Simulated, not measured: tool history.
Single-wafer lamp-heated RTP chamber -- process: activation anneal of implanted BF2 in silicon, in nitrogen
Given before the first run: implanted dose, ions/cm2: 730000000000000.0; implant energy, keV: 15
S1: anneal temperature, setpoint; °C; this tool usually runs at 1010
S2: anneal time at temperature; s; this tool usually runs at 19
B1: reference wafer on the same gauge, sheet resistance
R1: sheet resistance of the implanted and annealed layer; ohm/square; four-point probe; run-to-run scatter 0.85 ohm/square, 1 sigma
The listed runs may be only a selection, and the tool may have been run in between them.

Run 1, hour 0: usual settings but S1 1000 °C, S2 16 s; B1 265.99. Result: R1 240.38 ohm/square.
Run 2, hour 74.8: usual settings but S1 1000 °C, S2 16 s; B1 266.01. Result: R1 240.87 ohm/square.
Run 3, hour 150.3: usual settings; B1 266.08. Result: R1 222.72 ohm/square.
Run 4, hour 232.6: usual settings; B1 265.95. Result: R1 222.32 ohm/square.
Run 5, hour 309.7: usual settings; B1 265.97. Result: R1 220.26 ohm/square.
Run 6, hour 371.1: usual settings; B1 265.98. Result: R1 223.11 ohm/square.
Run 7, hour 425.7: usual settings; B1 266.06. Result: R1 224.6 ohm/square.
Run 8, hour 521.2: usual settings but S1 998 °C, S2 14 s; B1 266.09. Result: R1 247.24 ohm/square.
Run 9, hour 628.2: usual settings but S1 998 °C, S2 14 s; B1 266.08. Result: R1 245.51 ohm/square.
Run 10, hour 728.2: usual settings; B1 266.13. Result: R1 222.28 ohm/square.
Run 11, hour 808.4: usual settings; B1 265.78. Result: R1 219.06 ohm/square.
Run 12, hour 886.9: usual settings; B1 265.93. Result: R1 219.41 ohm/square.
Run 13, hour 988.6: usual settings; B1 265.76. Result: R1 219.73 ohm/square.
Run 14, hour 1060.9: usual settings; B1 266.1. Result: R1 218.07 ohm/square.
Run 15, hour 1100.4: usual settings; B1 265.88. Result: R1 224.71 ohm/square.
Run 16, hour 1200.5: usual settings; B1 266.06. Result: R1 223.9 ohm/square.
Run 17, hour 1271.4: usual settings but S1 1019 °C, S2 22 s; B1 265.88. Result: R1 210.28 ohm/square.
Run 18, hour 1378.6: usual settings but S1 988 °C, S2 29 s; B1 266.04. Result: R1 240.4 ohm/square.
Run 19, hour 1473.4: usual settings but S1 996 °C, S2 24 s; B1 266.11. Result: R1 231.83 ohm/square.
Run 20, hour 1577.9: usual settings; B1 265.96. Result: R1 224.73 ohm/square.
Run 21, hour 1641.6: usual settings; B1 266.15. Result: R1 225.09 ohm/square.
Run 22, hour 1732: usual settings; B1 265.97. Result: R1 224.68 ohm/square.
Run 23, hour 1811.7: usual settings but S1 1001 °C, S2 12 s; B1 266.08. Result: R1 246.91 ohm/square.
Run 24, hour 1892.2: usual settings but S1 991 °C; B1 265.91. Result: R1 247.79 ohm/square.
Run 25, hour 1978.4: usual settings but S1 1025 °C, S2 24 s; B1 265.95. Result: R1 203.61 ohm/square.
Run 26, hour 2038.2: usual settings but S1 1040 °C, S2 11 s; B1 265.77. Result: R1 209.89 ohm/square.
Run 27, hour 2138.6: usual settings but S1 1037 °C, S2 27 s; B1 266.08. Result: R1 193.08 ohm/square.
Run 28, hour 2193.8: usual settings but S2 25 s; B1 265.96. Result: R1 216.99 ohm/square.
Run 29, hour 2296.1: usual settings but S1 1039 °C; B1 265.82. Result: R1 195.28 ohm/square.

Missing from the log above: 11 entries noted between runs. For each, name the pair of listed runs it sits between and say how the tool's hidden condition differs from the listed run just before to the listed run just after:
From run 2 to run 3: pyrometer window cleaned and pyrometer calibrated (hour 134.3)
  wafer temperature error from the tarnished reflector plate, K: 1.26 -> 1.88
  measured less the result without the state, R1: -1.61 -> -2.01 ohm/square
From run 5 to run 6: reflector plate cleaned (hour 333.7)
  wafer temperature error from the tarnished reflector plate, K: 3.77 -> 0.502
  measured less the result without the state, R1: -3.99 -> -0.54 ohm/square
From run 8 to run 9: pyrometer window cleaned and pyrometer calibrated (hour 533.5)
  wafer temperature error from the tarnished reflector plate, K: 1.03 -> 1.84
  measured less the result without the state, R1: -1.38 -> -2.44 ohm/square
From run 10 to run 11: reflector plate cleaned (hour 760.7)
  wafer temperature error from the tarnished reflector plate, K: 2.92 -> 5.6
  measured less the result without the state, R1: -3.13 -> -5.88 ohm/square
From run 13 to run 14: pyrometer window cleaned and pyrometer calibrated (hour 1058.7)
  wafer temperature error from the tarnished reflector plate, K: 6.38 -> 6.98
  measured less the result without the state, R1: -6.71 -> -7.28 ohm/square
From run 14 to run 15: reflector plate cleaned, repeated, since the last time left the tool worse (hour 1069.9)
  wafer temperature error from the tarnished reflector plate, K: 6.98 -> 0.542
  measured less the result without the state, R1: -7.28 -> -0.59 ohm/square
From run 18 to run 19: gauge calibrated (hour 1422.3)
  wafer temperature error from the tarnished reflector plate, K: 2.02 -> 3.08
  measured less the result without the state, R1: -3 -> -4.08 ohm/square
From run 19 to run 20: reflector plate cleaned (hour 1487.9); pyrometer window cleaned and pyrometer calibrated (hour 1563.3)
  wafer temperature error from the tarnished reflector plate, K: 3.08 -> 0.332
  measured less the result without the state, R1: -4.08 -> -0.36 ohm/square
From run 24 to run 25: reflector plate cleaned (hour 1938.1)
  wafer temperature error from the tarnished reflector plate, K: 2.77 -> 0.422
  measured less the result without the state, R1: -4.14 -> -0.35 ohm/square
From run 26 to run 27: pyrometer window cleaned and pyrometer calibrated (hour 2089.3)
  wafer temperature error from the tarnished reflector plate, K: 0.554 -> 1.03
  measured less the result without the state, R1: -0.51 -> -0.68 ohm/square
